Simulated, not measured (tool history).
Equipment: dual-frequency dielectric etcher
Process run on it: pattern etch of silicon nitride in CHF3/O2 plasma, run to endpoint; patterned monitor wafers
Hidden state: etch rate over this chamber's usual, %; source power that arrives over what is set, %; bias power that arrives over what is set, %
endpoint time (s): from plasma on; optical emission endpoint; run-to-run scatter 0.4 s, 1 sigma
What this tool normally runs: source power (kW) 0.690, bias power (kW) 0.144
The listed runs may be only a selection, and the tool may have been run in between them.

run	hour	source power (kW)	bias power (kW)	wafers since the last listed run	hours since the last wet clean	hours since the last source power generator calibration	hours since the last bias power generator calibration	hours since the last upper electrode change	incoming incoming film thickness, nm	endpoint time (s)
1	0.0	0.690	0.144	0	47.7	4101.4	624.8	1247.0	96.8	64.1
2	47.3	0.690	0.144	725	95.0	4148.7	672.1	1294.3	99.0	65.8
3	105.6	0.690	0.144	894	153.3	4207.0	730.4	1352.6	98.8	64.6
4	173.5	0.690	0.144	1041	221.2	4274.9	798.3	1420.5	98.0	64.0
5	280.4	0.690	0.127	1640	328.1	4381.8	905.2	1527.4	97.8	66.5
6	341.4	0.690	0.144	936	389.1	4442.8	966.2	1588.4	97.7	62.4
7	428.4	0.820	0.152	1335	476.1	4529.8	1053.2	1675.4	98.5	57.3
# hour 520.7: wet clean of the chamber
8	522.8	0.590	0.158	1080	2.1	4624.2	1147.6	1769.8	98.1	67.2
9	637.7	0.580	0.164	1763	117.0	4739.1	1262.5	1884.7	97.8	65.2
10	687.2	0.690	0.160	759	166.5	4788.6	1312.0	1934.2	97.4	61.0
11	762.7	0.690	0.160	1158	242.0	4864.1	1387.5	2009.7	97.7	60.8
12	801.1	0.690	0.160	589	280.4	4902.5	1425.9	2048.1	98.3	60.2
# hour 890.5: source power generator calibrated
# hour 961.2: upper electrode replaced
# hour 1082.1: wet clean of the chamber
13	1082.6	0.690	0.154	3521	0.5	192.1	1707.4	121.4	98.3	62.8
14	1120.5	0.690	0.144	581	38.4	230.0	1745.3	159.3	98.2	65.4
15	1159.1	0.690	0.160	592	77.0	268.6	1783.9	197.9	98.1	62.6
16	1243.7	0.690	0.144	1298	161.6	353.2	1868.5	282.5	98.6	64.7
17	1482.8	0.690	0.144	3669	400.7	592.3	2107.6	521.6	98.4	62.8
18	1536.5	0.530	0.156	824	454.4	646.0	2161.3	575.3	97.2	66.9
# hour 1586.2: wet clean of the chamber
19	1639.9	0.690	0.144	1218	53.7	749.4	2264.7	678.7	98.2	65.7
20	1720.3	0.690	0.174	1233	134.1	829.8	2345.1	759.1	97.9	59.4
21	1765.5	0.770	0.144	693	179.3	875.0	2390.3	804.3	99.1	62.1
22	1851.6	0.820	0.162	1321	265.4	961.1	2476.4	890.4	96.7	55.5
# hour 1888.7: bias power generator calibrated
23	1898.9	0.780	0.144	664	312.7	1008.4	10.2	937.7	97.9	60.1
24	1999.1	0.530	0.144	1537	412.9	1108.6	110.4	1037.9	98.3	71.4
# hour 2106.9: wet clean of the chamber
25	2113.9	0.800	0.125	1393	7.0	1223.4	225.2	1152.7	99.2	66.1
26	2300.8	0.690	0.132	2868	193.9	1410.3	412.1	1339.6	97.9	66.5
27	2370.9	0.690	0.160	1075	264.0	1480.4	482.2	1409.7	98.8	61.5
28	2448.7	0.690	0.171	1193	341.8	1558.2	560.0	1487.5	97.6	59.2

Selected run-to-run steps in endpoint time (s), each split into two signed amounts: the part the tool would show with no hidden state at all (from settings, incoming material and random variation), and the remainder, which goes to the hidden state together with any gauge scatter not common to the measured and the hidden-state-free results:
Run 7 -> 8: source power (kW) 0.820 -> 0.590, bias power (kW) 0.152 -> 0.158, wet clean of the chamber. endpoint time (s) +9.9: hidden state +2.5, all else +7.4.
Run 18 -> 19: source power (kW) 0.530 -> 0.690, bias power (kW) 0.156 -> 0.144, wet clean of the chamber. endpoint time (s) -1.2: hidden state +3.3, all else -4.5.
Run 23 -> 24: source power (kW) 0.780 -> 0.530. endpoint time (s) +11.3: hidden state -1.0, all else +12.3.
Run 24 -> 25: source power (kW) 0.530 -> 0.800, bias power (kW) 0.144 -> 0.125, wet clean of the chamber. endpoint time (s) -5.3: hidden state +3.1, all else -8.4.

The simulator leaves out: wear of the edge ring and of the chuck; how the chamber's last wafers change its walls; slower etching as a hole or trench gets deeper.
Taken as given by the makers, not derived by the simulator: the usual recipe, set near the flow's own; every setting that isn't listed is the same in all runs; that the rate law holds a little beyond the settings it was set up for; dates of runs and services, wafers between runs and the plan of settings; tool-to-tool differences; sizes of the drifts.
